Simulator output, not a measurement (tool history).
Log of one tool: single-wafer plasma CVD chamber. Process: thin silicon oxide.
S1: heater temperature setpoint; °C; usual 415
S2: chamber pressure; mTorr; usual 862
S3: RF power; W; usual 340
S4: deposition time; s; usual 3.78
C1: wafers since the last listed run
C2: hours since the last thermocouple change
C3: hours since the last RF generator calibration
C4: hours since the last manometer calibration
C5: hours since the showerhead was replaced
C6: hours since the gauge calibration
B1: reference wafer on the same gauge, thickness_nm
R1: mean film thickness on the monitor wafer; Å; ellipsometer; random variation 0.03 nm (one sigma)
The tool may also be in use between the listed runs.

run 1 hour=0 | S1=415 S2=862 S3=355 S4=3.78 | C1=0 C2=1561.6 C3=2034.2 C4=2137.5 C5=2851.2 C6=500.8 | B1=8.539 | R1=84.79
run 2 hour=64.7 | S1=415 S2=862 S3=355 S4=3.78 | C1=1452 C2=1626.3 C3=2098.9 C4=2202.2 C5=2915.9 C6=565.5 | B1=8.533 | R1=85.17
run 3 hour=94.6 | S1=415 S2=862 S3=340 S4=3.78 | C1=671 C2=1656.2 C3=2128.8 C4=2232.1 C5=2945.8 C6=595.4 | B1=8.55 | R1=84.24
run 4 hour=120.2 | S1=415 S2=717 S3=340 S4=3.61 | C1=574 C2=1681.8 C3=2154.4 C4=2257.7 C5=2971.4 C6=621 | B1=8.554 | R1=68.24
run 5 hour=186 | S1=415 S2=862 S3=340 S4=3.78 | C1=1477 C2=1747.6 C3=2220.2 C4=2323.5 C5=3037.2 C6=686.8 | B1=8.542 | R1=84.48
run 6 hour=220 | S1=415 S2=862 S3=340 S4=3.78 | C1=763 C2=1781.6 C3=2254.2 C4=2357.5 C5=3071.2 C6=720.8 | B1=8.545 | R1=84.35
run 7 hour=246.6 | S1=415 S2=862 S3=340 S4=3.78 | C1=597 C2=1808.2 C3=2280.8 C4=2384.1 C5=3097.8 C6=747.4 | B1=8.549 | R1=84.06
run 8 hour=386.8 | S1=415 S2=862 S3=340 S4=3.78 | C1=3147 C2=1948.4 C3=2421 C4=2524.3 C5=3238 C6=887.6 | B1=8.543 | R1=84.7
run 9 hour=423.4 | S1=420 S2=862 S3=340 S4=4.44 | C1=821 C2=1985 C3=2457.6 C4=2560.9 C5=3274.6 C6=924.2 | B1=8.548 | R1=98.98
run 10 hour=479.9 | S1=415 S2=862 S3=295 S4=3.78 | C1=1268 C2=2041.5 C3=2514.1 C4=2617.4 C5=3331.1 C6=980.7 | B1=8.542 | R1=80.67
-- hour=489.5 gauge calibrated
run 11 hour=533.7 | S1=415 S2=862 S3=340 S4=3.78 | C1=1207 C2=2095.3 C3=2567.9 C4=2671.2 C5=3384.9 C6=44.2 | B1=8.546 | R1=85.11
-- hour=542.7 showerhead replaced
-- hour=546 thermocouple changed; heater temperature recalibrated
-- hour=546.2 capacitance manometer re-zeroed and calibrated
-- hour=565.7 RF generator calibrated
run 12 hour=598.5 | S1=415 S2=1042 S3=340 S4=4.53 | C1=1016 C2=52.5 C3=32.8 C4=52.3 C5=55.8 C6=109 | B1=8.536 | R1=120.24
run 13 hour=668.6 | S1=429 S2=737 S3=340 S4=4.34 | C1=1573 C2=122.6 C3=102.9 C4=122.4 C5=125.9 C6=179.1 | B1=8.54 | R1=87.47
-- hour=726.5 capacitance manometer re-zeroed and calibrated, repeated, since the last time left the tool worse
run 14 hour=882.2 | S1=415 S2=862 S3=340 S4=3.78 | C1=4615 C2=336.2 C3=316.5 C4=155.7 C5=339.5 C6=392.7 | B1=8.538 | R1=80.53
run 15 hour=949.5 | S1=423 S2=862 S3=275 S4=3.44 | C1=1510 C2=403.5 C3=383.8 C4=223 C5=406.8 C6=460 | B1=8.542 | R1=68.63
run 16 hour=1004.3 | S1=415 S2=862 S3=390 S4=3.2 | C1=1230 C2=458.3 C3=438.6 C4=277.8 C5=461.6 C6=514.8 | B1=8.549 | R1=71.51

Forecast run 17:
run 17 hour=1062 | S1=424 S2=1035 S3=405 S4=3.22 | C1=1295 C2=516 C3=496.3 C4=335.5 C5=519.3 C6=572.5 | B1=? | R1=?

Run 17 gave B1 8.54, R1 83.25 Å.
Without the tool's hidden state the same run would have given R1 83.33 Å.
